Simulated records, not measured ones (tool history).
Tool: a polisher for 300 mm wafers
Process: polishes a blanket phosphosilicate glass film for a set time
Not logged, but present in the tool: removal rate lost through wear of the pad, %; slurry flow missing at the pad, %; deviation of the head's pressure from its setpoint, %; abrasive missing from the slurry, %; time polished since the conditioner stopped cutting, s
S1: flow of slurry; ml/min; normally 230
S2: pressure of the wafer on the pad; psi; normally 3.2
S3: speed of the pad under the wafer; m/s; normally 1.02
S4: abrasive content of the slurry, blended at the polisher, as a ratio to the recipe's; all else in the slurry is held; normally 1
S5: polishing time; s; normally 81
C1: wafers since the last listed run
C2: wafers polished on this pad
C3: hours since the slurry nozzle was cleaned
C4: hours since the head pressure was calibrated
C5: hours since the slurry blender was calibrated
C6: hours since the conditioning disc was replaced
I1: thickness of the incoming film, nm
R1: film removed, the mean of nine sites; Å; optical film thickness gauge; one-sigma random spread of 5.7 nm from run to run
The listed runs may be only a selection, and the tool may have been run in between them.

{"run": 1, "hour": 0.0, "S1": 230, "S2": 3.2, "S3": 1.02, "S4": 0.85, "S5": 81, "C1": 0, "C2": 437, "C3": 411.4, "C4": 828.3, "C5": 161, "C6": 210.2, "I1": 2783.7, "R1": 5204}
{"run": 2, "hour": 10.2, "S1": 230, "S2": 3.2, "S3": 1.02, "S4": 0.85, "S5": 81, "C1": 95, "C2": 532, "C3": 421.6, "C4": 838.5, "C5": 171.2, "C6": 220.4, "I1": 2744.5, "R1": 5211}
{"hour": 15.0, "done": "slurry blender recalibrated"}
{"run": 3, "hour": 26.6, "S1": 230, "S2": 3.2, "S3": 1.02, "S4": 1, "S5": 81, "C1": 134, "C2": 667, "C3": 438, "C4": 854.9, "C5": 11.6, "C6": 236.8, "I1": 2737.7, "R1": 5444}
{"run": 4, "hour": 41.6, "S1": 230, "S2": 3.2, "S3": 1.02, "S4": 1, "S5": 81, "C1": 140, "C2": 807, "C3": 453, "C4": 869.9, "C5": 26.6, "C6": 251.8, "I1": 2689.7, "R1": 5555}
{"run": 5, "hour": 52.2, "S1": 230, "S2": 3.2, "S3": 1.28, "S4": 1, "S5": 81, "C1": 99, "C2": 906, "C3": 463.6, "C4": 880.5, "C5": 37.2, "C6": 262.4, "I1": 2686.7, "R1": 6687}
{"run": 6, "hour": 62.4, "S1": 230, "S2": 3.2, "S3": 1.28, "S4": 1, "S5": 81, "C1": 95, "C2": 1001, "C3": 473.8, "C4": 890.7, "C5": 47.4, "C6": 272.6, "I1": 2736.5, "R1": 6536}
{"hour": 73.5, "done": "worn pad replaced by a new one"}
{"run": 7, "hour": 74.9, "S1": 230, "S2": 3.2, "S3": 1.28, "S4": 1, "S5": 81, "C1": 79, "C2": 13, "C3": 486.3, "C4": 903.2, "C5": 59.9, "C6": 285.1, "I1": 2688.6, "R1": 6571}
{"run": 8, "hour": 86.4, "S1": 230, "S2": 3.2, "S3": 1.02, "S4": 1, "S5": 81, "C1": 107, "C2": 120, "C3": 497.8, "C4": 914.7, "C5": 71.4, "C6": 296.6, "I1": 2720, "R1": 5554}
{"run": 9, "hour": 101.3, "S1": 230, "S2": 3.2, "S3": 1.02, "S4": 1, "S5": 81, "C1": 139, "C2": 260, "C3": 512.7, "C4": 929.6, "C5": 86.3, "C6": 311.5, "I1": 2754.3, "R1": 5400}
{"hour": 105.9, "done": "slurry nozzle cleaned"}
{"run": 10, "hour": 108.2, "S1": 230, "S2": 3.2, "S3": 1.02, "S4": 1, "S5": 81, "C1": 55, "C2": 315, "C3": 2.3, "C4": 936.5, "C5": 93.2, "C6": 318.4, "I1": 2738.3, "R1": 5429}
{"run": 11, "hour": 125.8, "S1": 205, "S2": 3.2, "S3": 1.22, "S4": 1, "S5": 81, "C1": 164, "C2": 479, "C3": 19.9, "C4": 954.1, "C5": 110.8, "C6": 336, "I1": 2767.9, "R1": 6320}
{"run": 12, "hour": 140.8, "S1": 230, "S2": 3.2, "S3": 1.02, "S4": 1, "S5": 81, "C1": 140, "C2": 620, "C3": 34.9, "C4": 969.1, "C5": 125.8, "C6": 351, "I1": 2724.1, "R1": 5422}
{"run": 13, "hour": 149.5, "S1": 230, "S2": 4.1, "S3": 1.02, "S4": 0.85, "S5": 60, "C1": 81, "C2": 701, "C3": 43.6, "C4": 977.8, "C5": 134.5, "C6": 359.7, "I1": 2757.1, "R1": 4682}
{"run": 14, "hour": 166.6, "S1": 230, "S2": 3.2, "S3": 1.02, "S4": 1, "S5": 81, "C1": 159, "C2": 861, "C3": 60.7, "C4": 994.9, "C5": 151.6, "C6": 376.8, "I1": 2796, "R1": 5446}
{"run": 15, "hour": 183.9, "S1": 170, "S2": 3.2, "S3": 1.02, "S4": 1, "S5": 100, "C1": 161, "C2": 1023, "C3": 78, "C4": 1012.2, "C5": 168.9, "C6": 394.1, "I1": 2703.7, "R1": 6560}
{"hour": 196.6, "done": "worn pad replaced by a new one"}
{"run": 16, "hour": 197.1, "S1": 230, "S2": 4.1, "S3": 1.02, "S4": 1, "S5": 81, "C1": 86, "C2": 4, "C3": 91.2, "C4": 1025.4, "C5": 182.1, "C6": 407.3, "I1": 2754.7, "R1": 6707}
{"run": 17, "hour": 208.6, "S1": 155, "S2": 3.2, "S3": 1.02, "S4": 1, "S5": 81, "C1": 107, "C2": 112, "C3": 102.7, "C4": 1036.9, "C5": 193.6, "C6": 418.8, "I1": 2778.7, "R1": 5091}
{"run": 18, "hour": 217.7, "S1": 230, "S2": 3.5, "S3": 1.02, "S4": 1, "S5": 58, "C1": 85, "C2": 197, "C3": 111.8, "C4": 1046, "C5": 202.7, "C6": 427.9, "I1": 2731.8, "R1": 4155}
{"hour": 222.2, "done": "head pressure recalibrated"}
{"run": 19, "hour": 225.8, "S1": 230, "S2": 3.7, "S3": 1.34, "S4": 1, "S5": 81, "C1": 57, "C2": 254, "C3": 119.9, "C4": 3.6, "C5": 210.8, "C6": 436, "I1": 2711.8, "R1": 8619}
{"hour": 229.0, "done": "conditioning disc replaced and pad reconditioned"}
{"hour": 231.7, "done": "slurry blender recalibrated"}
{"run": 20, "hour": 235.9, "S1": 230, "S2": 4.1, "S3": 1.32, "S4": 1, "S5": 81, "C1": 57, "C2": 311, "C3": 130, "C4": 13.7, "C5": 4.2, "C6": 6.9, "I1": 2753.3, "R1": 9228}
{"run": 21, "hour": 250.3, "S1": 230, "S2": 3.2, "S3": 1.02, "S4": 1, "S5": 81, "C1": 134, "C2": 445, "C3": 144.4, "C4": 28.1, "C5": 18.6, "C6": 21.3, "I1": 2734.5, "R1": 6169}
{"run": 22, "hour": 261.4, "S1": 195, "S2": 2.4, "S3": 1.3, "S4": 1, "S5": 101, "C1": 103, "C2": 549, "C3": 155.5, "C4": 39.2, "C5": 29.7, "C6": 32.4, "I1": 2734.1, "R1": 7131}
{"run": 23, "hour": 268.5, "S1": 230, "S2": 2.3, "S3": 1.02, "S4": 1.25, "S5": 81, "C1": 66, "C2": 616, "C3": 162.6, "C4": 46.3, "C5": 36.8, "C6": 39.5, "I1": 2755.9, "R1": 4970}
{"run": 24, "hour": 274.6, "S1": 230, "S2": 3.2, "S3": 1.02, "S4": 0.7, "S5": 70, "C1": 57, "C2": 673, "C3": 168.7, "C4": 52.4, "C5": 42.9, "C6": 45.6, "I1": 2728.6, "R1": 4679}
{"hour": 291.7, "done": "worn pad replaced by a new one"}
{"run": 25, "hour": 292.2, "S1": 230, "S2": 3.2, "S3": 1.02, "S4": 1, "S5": 81, "C1": 127, "C2": 4, "C3": 186.3, "C4": 70, "C5": 60.5, "C6": 63.2, "I1": 2750.4, "R1": 5998}
{"run": 26, "hour": 302.3, "S1": 165, "S2": 3.2, "S3": 1.02, "S4": 1.1, "S5": 81, "C1": 94, "C2": 98, "C3": 196.4, "C4": 80.1, "C5": 70.6, "C6": 73.3, "I1": 2702.1, "R1": 5984}
{"run": 27, "hour": 317.9, "S1": 230, "S2": 3.2, "S3": 1.02, "S4": 1, "S5": 81, "C1": 145, "C2": 244, "C3": 212, "C4": 95.7, "C5": 86.2, "C6": 88.9, "I1": 2688.5, "R1": 5958}

Some steps in R1, run to run, broken into two amounts with sign: the step expected even without the hidden condition (settings, incoming material, random variation), and the rest, left for the hidden condition together with whatever gauge scatter is not in both the measured and the hidden-condition-free result:
Run 16 -> 17: S1 230 -> 155, S2 4.1 -> 3.2. R1 -1616 Å: hidden state +196, all else -1812.
Run 18 -> 19: S2 3.5 -> 3.7, S3 1.02 -> 1.34, S5 58 -> 81, head pressure recalibrated. R1 +4464 Å: hidden state +474, all else +3990.
Run 20 -> 21: S2 4.1 -> 3.2, S3 1.32 -> 1.02. R1 -3059 Å: hidden state -4, all else -3055.
